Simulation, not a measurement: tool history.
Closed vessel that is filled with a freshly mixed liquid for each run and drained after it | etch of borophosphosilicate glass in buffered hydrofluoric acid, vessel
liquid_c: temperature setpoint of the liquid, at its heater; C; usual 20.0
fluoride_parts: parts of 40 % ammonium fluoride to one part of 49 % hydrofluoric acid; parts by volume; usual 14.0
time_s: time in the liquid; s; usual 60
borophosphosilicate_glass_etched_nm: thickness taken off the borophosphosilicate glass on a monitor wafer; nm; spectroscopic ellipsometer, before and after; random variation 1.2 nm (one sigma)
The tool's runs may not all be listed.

run	hour	liquid_c	fluoride_parts	time_s	read-back film thickness of the borophosphosilicate glass reference wafer, read on the same gauge (nm)	borophosphosilicate_glass_etched_nm
1	0.0	20.0	14.0	60	79.98	135.15
2	19.6	20.0	14.0	60	79.96	136.77
3	41.8	20.0	14.0	60	79.99	136.13
4	57.0	20.0	14.0	60	80.00	137.16
5	78.1	20.0	14.0	60	80.01	137.67
6	97.3	20.0	14.0	60	80.01	135.84
7	124.1	20.0	14.0	60	79.98	137.98
8	139.5	20.0	14.0	60	79.97	137.28
9	156.8	20.0	14.0	60	80.03	139.76
10	171.8	20.0	14.0	60	80.04	140.64
11	201.5	23.0	14.0	50	80.03	137.97
12	226.3	17.0	14.0	60	80.00	117.19
# hour 236.4: thermometer replaced
# hour 258.6: gauge calibrated
13	259.2	17.5	10.0	45	80.02	118.00
14	285.8	20.0	14.0	60	79.99	128.33
15	320.3	20.0	14.0	60	79.99	131.35
# hour 328.2: hydrofluoric acid flow meter replaced
16	335.1	24.0	16.5	35	80.01	81.32
17	360.2	20.0	14.0	60	80.00	128.70
18	384.4	20.0	14.0	80	79.99	177.38
19	416.6	23.5	17.5	35	80.00	74.61
20	438.7	20.0	14.0	75	79.99	164.15
21	457.3	20.0	17.5	60	80.02	106.54
22	531.5	20.0	11.5	75	80.03	204.27

Forecast each of these 3 alternatives for the next run:
A	532.2	18.5	14.0	60	?	?
B	532.2	20.0	14.0	40	?	?
C	532.2	20.0	19.0	60	?	?

run	read-back film thickness of the borophosphosilicate glass reference wafer, read on the same gauge (nm)	borophosphosilicate_glass_etched_nm
A	79.98	122.37
B	79.98	88.65
C	79.98	98.30
Without the tool's hidden state the same runs would have given:
run	borophosphosilicate_glass_etched_nm
A	117.03
B	84.82
C	94.04

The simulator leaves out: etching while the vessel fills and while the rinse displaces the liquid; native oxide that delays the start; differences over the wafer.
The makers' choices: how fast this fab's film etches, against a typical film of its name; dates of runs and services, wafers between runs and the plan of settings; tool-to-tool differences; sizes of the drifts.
